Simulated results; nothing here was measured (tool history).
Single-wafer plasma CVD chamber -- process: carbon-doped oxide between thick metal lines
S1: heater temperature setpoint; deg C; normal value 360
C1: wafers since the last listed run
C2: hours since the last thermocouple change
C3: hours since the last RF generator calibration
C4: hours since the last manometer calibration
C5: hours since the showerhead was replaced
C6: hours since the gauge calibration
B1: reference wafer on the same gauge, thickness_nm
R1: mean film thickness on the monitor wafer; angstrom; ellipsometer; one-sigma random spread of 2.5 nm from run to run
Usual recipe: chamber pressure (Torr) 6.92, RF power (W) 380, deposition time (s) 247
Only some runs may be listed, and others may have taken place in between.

run 1 hour=0 | S1=360 chamber_pressure_(Torr)=6.92 RF_power_(W)=380 deposition_time_(s)=235 | C1=0 C2=2644.8 C3=1371.2 C4=873 C5=2425.7 C6=92.9 | B1=1189.887 | R1=9359.42
run 2 hour=22.9 | S1=360 chamber_pressure_(Torr)=6.92 RF_power_(W)=380 deposition_time_(s)=235 | C1=129 C2=2667.7 C3=1394.1 C4=895.9 C5=2448.6 C6=115.8 | B1=1189.708 | R1=9360.62
run 3 hour=48.9 | S1=360 chamber_pressure_(Torr)=6.92 RF_power_(W)=380 deposition_time_(s)=235 | C1=147 C2=2693.7 C3=1420.1 C4=921.9 C5=2474.6 C6=141.8 | B1=1189.248 | R1=9336.86
run 4 hour=81.9 | S1=360 chamber_pressure_(Torr)=6.92 RF_power_(W)=380 deposition_time_(s)=247 | C1=187 C2=2726.7 C3=1453.1 C4=954.9 C5=2507.6 C6=174.8 | B1=1189.81 | R1=9809.5
run 5 hour=115.9 | S1=360 chamber_pressure_(Torr)=6.92 RF_power_(W)=380 deposition_time_(s)=247 | C1=192 C2=2760.7 C3=1487.1 C4=988.9 C5=2541.6 C6=208.8 | B1=1191.197 | R1=9772.77
run 6 hour=129.8 | S1=360 chamber_pressure_(Torr)=6.92 RF_power_(W)=380 deposition_time_(s)=247 | C1=78 C2=2774.6 C3=1501 C4=1002.8 C5=2555.5 C6=222.7 | B1=1190.468 | R1=9760.04
run 7 hour=146.2 | S1=360 chamber_pressure_(Torr)=6.92 RF_power_(W)=380 deposition_time_(s)=247 | C1=92 C2=2791 C3=1517.4 C4=1019.2 C5=2571.9 C6=239.1 | B1=1190.22 | R1=9736.13
run 8 hour=172 | S1=360 chamber_pressure_(Torr)=6.92 RF_power_(W)=380 deposition_time_(s)=247 | C1=146 C2=2816.8 C3=1543.2 C4=1045 C5=2597.7 C6=264.9 | B1=1190.207 | R1=9717.93
run 9 hour=187.3 | S1=360 chamber_pressure_(Torr)=5.68 RF_power_(W)=380 deposition_time_(s)=247 | C1=86 C2=2832.1 C3=1558.5 C4=1060.3 C5=2613 C6=280.2 | B1=1189.869 | R1=9612.36
run 10 hour=221.2 | S1=360 chamber_pressure_(Torr)=5.68 RF_power_(W)=380 deposition_time_(s)=247 | C1=192 C2=2866 C3=1592.4 C4=1094.2 C5=2646.9 C6=314.1 | B1=1189.75 | R1=9603.11
run 11 hour=234.5 | S1=360 chamber_pressure_(Torr)=6.92 RF_power_(W)=380 deposition_time_(s)=247 | C1=75 C2=2879.3 C3=1605.7 C4=1107.5 C5=2660.2 C6=327.4 | B1=1190.487 | R1=9664.49
-- hour=243.5 capacitance manometer re-zeroed and calibrated
run 12 hour=269.5 | S1=360 chamber_pressure_(Torr)=6.92 RF_power_(W)=380 deposition_time_(s)=247 | C1=153 C2=2914.3 C3=1640.7 C4=26 C5=2695.2 C6=362.4 | B1=1190.446 | R1=9699.84
-- hour=298.7 RF generator calibrated
run 13 hour=299.2 | S1=360 chamber_pressure_(Torr)=6.92 RF_power_(W)=380 deposition_time_(s)=247 | C1=123 C2=2944 C3=0.5 C4=55.7 C5=2724.9 C6=392.1 | B1=1189.99 | R1=10164.63
-- hour=321.3 showerhead replaced
run 14 hour=322 | S1=360 chamber_pressure_(Torr)=6.92 RF_power_(W)=380 deposition_time_(s)=247 | C1=83 C2=2966.8 C3=23.3 C4=78.5 C5=0.7 C6=414.9 | B1=1189.784 | R1=10225.83
-- hour=324.2 gauge calibrated
-- hour=422.6 thermocouple changed; heater temperature recalibrated
run 15 hour=427.7 | S1=360 chamber_pressure_(Torr)=6.92 RF_power_(W)=380 deposition_time_(s)=247 | C1=553 C2=5.1 C3=129 C4=184.2 C5=106.4 C6=103.5 | B1=1190.882 | R1=10112.51
run 16 hour=462.5 | S1=360 chamber_pressure_(Torr)=6.92 RF_power_(W)=360 deposition_time_(s)=231 | C1=197 C2=39.9 C3=163.8 C4=219 C5=141.2 C6=138.3 | B1=1189.771 | R1=9028.36
run 17 hour=494.6 | S1=360 chamber_pressure_(Torr)=6.92 RF_power_(W)=380 deposition_time_(s)=231 | C1=182 C2=72 C3=195.9 C4=251.1 C5=173.3 C6=170.4 | B1=1189.634 | R1=9514
run 18 hour=516.8 | S1=350 chamber_pressure_(Torr)=6.92 RF_power_(W)=455 deposition_time_(s)=247 | C1=125 C2=94.2 C3=218.1 C4=273.3 C5=195.5 C6=192.6 | B1=1190.553 | R1=12248.5
run 19 hour=548.6 | S1=360 chamber_pressure_(Torr)=8.13 RF_power_(W)=380 deposition_time_(s)=294 | C1=180 C2=126 C3=249.9 C4=305.1 C5=227.3 C6=224.4 | B1=1189.245 | R1=12213.55
run 20 hour=561 | S1=360 chamber_pressure_(Torr)=6.92 RF_power_(W)=380 deposition_time_(s)=247 | C1=70 C2=138.4 C3=262.3 C4=317.5 C5=239.7 C6=236.8 | B1=1190.015 | R1=10162.32
run 21 hour=591 | S1=374 chamber_pressure_(Torr)=6.92 RF_power_(W)=380 deposition_time_(s)=247 | C1=170 C2=168.4 C3=292.3 C4=347.5 C5=269.7 C6=266.8 | B1=1189.373 | R1=9893.17
run 22 hour=625.2 | S1=360 chamber_pressure_(Torr)=6.39 RF_power_(W)=380 deposition_time_(s)=247 | C1=193 C2=202.6 C3=326.5 C4=381.7 C5=303.9 C6=301 | B1=1189.673 | R1=10069.23
run 23 hour=638.1 | S1=347 chamber_pressure_(Torr)=6.92 RF_power_(W)=380 deposition_time_(s)=247 | C1=73 C2=215.5 C3=339.4 C4=394.6 C5=316.8 C6=313.9 | B1=1189.298 | R1=10447.06
run 24 hour=663.5 | S1=360 chamber_pressure_(Torr)=6.92 RF_power_(W)=380 deposition_time_(s)=247 | C1=144 C2=240.9 C3=364.8 C4=420 C5=342.2 C6=339.3 | B1=1190.287 | R1=10164.3
run 25 hour=676.5 | S1=360 chamber_pressure_(Torr)=6.92 RF_power_(W)=380 deposition_time_(s)=247 | C1=73 C2=253.9 C3=377.8 C4=433 C5=355.2 C6=352.3 | B1=1189.974 | R1=10159.85
run 26 hour=692.4 | S1=351 chamber_pressure_(Torr)=6.92 RF_power_(W)=380 deposition_time_(s)=247 | C1=90 C2=269.8 C3=393.7 C4=448.9 C5=371.1 C6=368.2 | B1=1189.876 | R1=10327.42
run 27 hour=716.8 | S1=360 chamber_pressure_(Torr)=8.44 RF_power_(W)=380 deposition_time_(s)=247 | C1=138 C2=294.2 C3=418.1 C4=473.3 C5=395.5 C6=392.6 | B1=1189.996 | R1=10219.05
run 28 hour=739.5 | S1=360 chamber_pressure_(Torr)=6.92 RF_power_(W)=380 deposition_time_(s)=231 | C1=128 C2=316.9 C3=440.8 C4=496 C5=418.2 C6=415.3 | B1=1189.028 | R1=9512.95

Predict each of these 4 candidate next runs independently; none follows another, all start after run 28:
run A hour=740 | S1=360 chamber_pressure_(Torr)=8.14 RF_power_(W)=380 deposition_time_(s)=247 | C1=2 C2=317.4 C3=441.3 C4=496.5 C5=418.7 C6=415.8 | B1=? | R1=?
run B hour=740 | S1=349 chamber_pressure_(Torr)=6.03 RF_power_(W)=335 deposition_time_(s)=275 | C1=2 C2=317.4 C3=441.3 C4=496.5 C5=418.7 C6=415.8 | B1=? | R1=?
run C hour=740 | S1=360 chamber_pressure_(Torr)=6.92 RF_power_(W)=315 deposition_time_(s)=247 | C1=2 C2=317.4 C3=441.3 C4=496.5 C5=418.7 C6=415.8 | B1=? | R1=?
run D hour=740 | S1=368 chamber_pressure_(Torr)=6.92 RF_power_(W)=445 deposition_time_(s)=247 | C1=2 C2=317.4 C3=441.3 C4=496.5 C5=418.7 C6=415.8 | B1=? | R1=?

run=A B1=1189.634 R1=10235.51
run=B B1=1189.634 R1=10103.05
run=C B1=1189.634 R1=8374.72
run=D B1=1189.634 R1=11545.91
Stripped of hidden state, with their random variation kept, the same runs would have yielded:
run=A R1=10298.3
run=B R1=10165.03
run=C R1=8428.35
run=D R1=11604.36
